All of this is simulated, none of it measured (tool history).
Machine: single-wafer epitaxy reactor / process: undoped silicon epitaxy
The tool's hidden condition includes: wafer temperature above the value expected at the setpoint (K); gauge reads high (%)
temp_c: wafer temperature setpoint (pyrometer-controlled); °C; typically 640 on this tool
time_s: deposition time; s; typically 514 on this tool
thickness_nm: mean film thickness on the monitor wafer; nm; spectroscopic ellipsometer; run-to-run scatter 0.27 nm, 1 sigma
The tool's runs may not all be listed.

run,day,temp_c,time_s,wafers since the last listed run,hours since the last pyrometer calibration,hours since the gauge calibration,"read-back reference wafer on the same gauge, thickness_nm",thickness_nm
1,0,640,514,0,1443,113.3,90.913,80.697
2,0.262,640,514,33,1449.3,119.6,90.872,80.579
3,0.746,640,514,60,1460.9,131.2,90.918,80.768
4,1.238,640,434,61,1472.7,143,90.864,67.725
5,2.554,640,434,165,1504.3,174.6,90.92,67.833
6,2.979,640,514,53,1514.5,184.8,90.93,80.144
7,3.429,640,514,56,1525.3,195.6,90.858,80.781
8,3.846,640,514,52,1535.3,205.6,90.935,80.89
9,4.925,646,514,136,1561.2,231.5,90.929,90.312
# day 5.279: pyrometer calibrated
10,5.458,640,514,25,4.3,244.3,90.907,80.553
11,5.929,640,514,59,15.6,255.6,90.858,80.901
12,6.554,640,514,78,30.6,270.6,90.919,80.419
# day 6.667: gauge calibrated
13,8.771,652,431,279,83.8,50.5,90.936,85.035
14,9.446,628,447,85,100,66.7,90.907,55.289
15,9.829,646,416,48,109.2,75.9,90.924,73.027
16,10.204,633,541,47,118.2,84.9,90.901,73.789
17,10.546,640,420,43,126.4,93.1,90.819,65.814
18,10.95,652,411,50,136.1,102.8,90.84,81.585
19,11.208,640,514,32,142.3,109,90.849,80.702
20,11.592,652,465,48,151.5,118.2,91.02,92.04
21,12.312,629,514,90,168.8,135.5,90.952,64.728
22,13.146,647,514,105,188.8,155.5,90.907,91.942
23,13.679,640,514,67,201.6,168.3,90.938,80.799

What the log doesn't show, run by run:
wafer temperature above the value expected at the setpoint (K): 0 on each run
gauge reads high (%): 0 on each run
